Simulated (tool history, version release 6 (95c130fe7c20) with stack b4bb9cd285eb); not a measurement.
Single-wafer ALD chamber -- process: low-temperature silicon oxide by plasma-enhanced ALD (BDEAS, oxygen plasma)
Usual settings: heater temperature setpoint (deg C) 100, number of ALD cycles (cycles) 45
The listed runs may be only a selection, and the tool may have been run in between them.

| run | hour | heater temperature setpoint (deg C) | number of ALD cycles (cycles) | wafers since the last listed run | hours since the last thermocouple change | hours since the gauge calibration | read-back reference wafer on the same gauge, thickness_nm | mean film thickness on the monitor wafer (angstrom) |
|---|---|---|---|---|---|---|---|---|
| 1 | 0 | 100 | 48 | 0 | 1152.2 | 1138.7 | 6.746 | 66.45 |
| 2 | 89.9 | 100 | 48 | 778 | 1242.1 | 1228.6 | 6.737 | 66.43 |
| 3 | 190.2 | 100 | 41 | 868 | 1342.4 | 1328.9 | 6.742 | 56.57 |
|  | 234.5 | thermocouple changed; heater temperature recalibrated |
| 4 | 282.6 | 96 | 45 | 731 | 48.1 | 1421.3 | 6.733 | 61.43 |
| 5 | 338.7 | 100 | 50 | 485 | 104.2 | 1477.4 | 6.743 | 67.47 |
| 6 | 435.3 | 88 | 45 | 836 | 200.8 | 1574 | 6.733 | 63.63 |
| 7 | 532 | 88 | 45 | 837 | 297.5 | 1670.7 | 6.731 | 63.99 |
| 8 | 624.1 | 88 | 45 | 797 | 389.6 | 1762.8 | 6.732 | 64.38 |
| 9 | 690.9 | 100 | 45 | 578 | 456.4 | 1829.6 | 6.743 | 62.02 |
| 10 | 751.2 | 100 | 45 | 522 | 516.7 | 1889.9 | 6.75 | 61.51 |
| 11 | 844.9 | 100 | 45 | 811 | 610.4 | 1983.6 | 6.727 | 61.79 |
| 12 | 893.5 | 100 | 45 | 420 | 659 | 2032.2 | 6.734 | 61.52 |
| 13 | 965.4 | 100 | 45 | 622 | 730.9 | 2104.1 | 6.74 | 61.71 |
| 14 | 1039.5 | 107 | 45 | 641 | 805 | 2178.2 | 6.759 | 60.67 |
| 15 | 1093.7 | 100 | 45 | 469 | 859.2 | 2232.4 | 6.743 | 62.33 |
| 16 | 1142.2 | 110 | 48 | 420 | 907.7 | 2280.9 | 6.73 | 64.65 |
| 17 | 1180.9 | 88 | 48 | 335 | 946.4 | 2319.6 | 6.744 | 69.02 |
| 18 | 1260.4 | 100 | 45 | 688 | 1025.9 | 2399.1 | 6.748 | 62.1 |
| 19 | 1362 | 100 | 52 | 880 | 1127.5 | 2500.7 | 6.748 | 71.45 |
|  | 1395.6 | gauge calibrated |
| 20 | 1453.6 | 94 | 45 | 793 | 1219.1 | 58 | 6.742 | 63.01 |
|  | 1472.5 | thermocouple changed; heater temperature recalibrated |
| 21 | 1560.2 | 110 | 52 | 854 | 87.7 | 164.6 | 6.731 | 69.8 |
| 22 | 1597.4 | 100 | 45 | 322 | 124.9 | 201.8 | 6.734 | 60.91 |
| 23 | 1683.8 | 105 | 49 | 748 | 211.3 | 288.2 | 6.751 | 65.92 |
| 24 | 1736.9 | 100 | 45 | 459 | 264.4 | 341.3 | 6.739 | 61.68 |
| 25 | 1784.7 | 110 | 45 | 414 | 312.2 | 389.1 | 6.744 | 60.48 |
| 26 | 1849.9 | 89 | 48 | 564 | 377.4 | 454.3 | 6.738 | 68.56 |
| 27 | 1937.4 | 100 | 45 | 757 | 464.9 | 541.8 | 6.757 | 61.4 |
| 28 | 1973.6 | 88 | 37 | 313 | 501.1 | 578 | 6.743 | 52.82 |
| 29 | 2062.4 | 100 | 38 | 769 | 589.9 | 666.8 | 6.748 | 52.27 |
| 30 | 2131 | 111 | 45 | 594 | 658.5 | 735.4 | 6.746 | 60.21 |

What if the next run were any one of these 5? Each begins from the tool's condition after run 30:
| A | 2131.5 | 100 | 45 | 4 | 659 | 735.9 | ? | ? |
| B | 2131.5 | 106 | 48 | 4 | 659 | 735.9 | ? | ? |
| C | 2131.5 | 100 | 51 | 4 | 659 | 735.9 | ? | ? |
| D | 2131.5 | 113 | 41 | 4 | 659 | 735.9 | ? | ? |
| E | 2131.5 | 90 | 42 | 4 | 659 | 735.9 | ? | ? |

| run | read-back reference wafer on the same gauge, thickness_nm | mean film thickness on the monitor wafer (angstrom) |
|---|---|---|
| A | 6.734 | 62.07 |
| B | 6.734 | 65.02 |
| C | 6.734 | 70.34 |
| D | 6.734 | 54.92 |
| E | 6.734 | 59.74 |
Stripped of hidden state, with their random variation kept, the same runs would have yielded:
| run | mean film thickness on the monitor wafer (angstrom) |
|---|---|
| A | 61.01 |
| B | 64.46 |
| C | 69.15 |
| D | 54.44 |
| E | 58.76 |
